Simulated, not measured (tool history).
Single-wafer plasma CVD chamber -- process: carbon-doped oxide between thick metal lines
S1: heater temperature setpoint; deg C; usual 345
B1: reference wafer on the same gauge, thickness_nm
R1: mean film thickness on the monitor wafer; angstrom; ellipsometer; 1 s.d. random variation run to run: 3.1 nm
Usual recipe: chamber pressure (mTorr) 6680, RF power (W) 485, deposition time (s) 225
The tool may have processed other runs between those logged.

Run 1, day 0: usual settings but S1 337 deg C, RF power (W) 410; B1 940.231. Result: R1 10354.21 angstrom.
Run 2, day 1.15: usual settings; B1 939.851. Result: R1 11494.6 angstrom.
Run 3, day 2.058: usual settings; B1 939.139. Result: R1 11432.87 angstrom.
Run 4, day 2.654: usual settings; B1 940.231. Result: R1 11450.39 angstrom.
Run 5, day 3.529: usual settings; B1 940.094. Result: R1 11447.87 angstrom.
Run 6, day 4.071: usual settings but S1 354 deg C, chamber pressure (mTorr) 5370; B1 939.315. Result: R1 10902.92 angstrom.
Run 7, day 5.258: usual settings but S1 354 deg C, chamber pressure (mTorr) 5370; B1 939.248. Result: R1 10846.92 angstrom.
Run 8, day 6.65: usual settings but S1 354 deg C, chamber pressure (mTorr) 5370; B1 940.703. Result: R1 10895.04 angstrom.
Run 9, day 7.288: usual settings; B1 939.296. Result: R1 11460.75 angstrom.
Run 10, day 7.958: usual settings but chamber pressure (mTorr) 7440; B1 940.512. Result: R1 11576.64 angstrom.
Run 11, day 8.975: usual settings but chamber pressure (mTorr) 7440; B1 940.481. Result: R1 11501.27 angstrom.
Run 12, day 10.054: usual settings; B1 939.947. Result: R1 11415.11 angstrom.
At day 11.154: RF generator calibrated.
Run 13, day 11.358: usual settings but S1 339 deg C; B1 939.648. Result: R1 11699.68 angstrom.
Run 14, day 12.062: usual settings; B1 940.601. Result: R1 11402.65 angstrom.
Run 15, day 13.254: usual settings but S1 339 deg C, deposition time (s) 201; B1 939.889. Result: R1 10406.66 angstrom.
At day 14.158: thermocouple changed; heater temperature recalibrated.
Run 16, day 14.292: usual settings but S1 339 deg C, chamber pressure (mTorr) 5300, deposition time (s) 245; B1 941.188. Result: R1 12543.29 angstrom.

Run 17, settings as shown, results not yet in. Your forecast:
Run 17, day 14.929: usual settings but chamber pressure (mTorr) 8300, RF power (W) 445; B1 ?. Result: R1 ?.

{"run 17": {"B1": 940.15, "R1": 11078.99}}
The same run, on a tool lacking any hidden state, would have yielded R1 11088.71 angstrom.
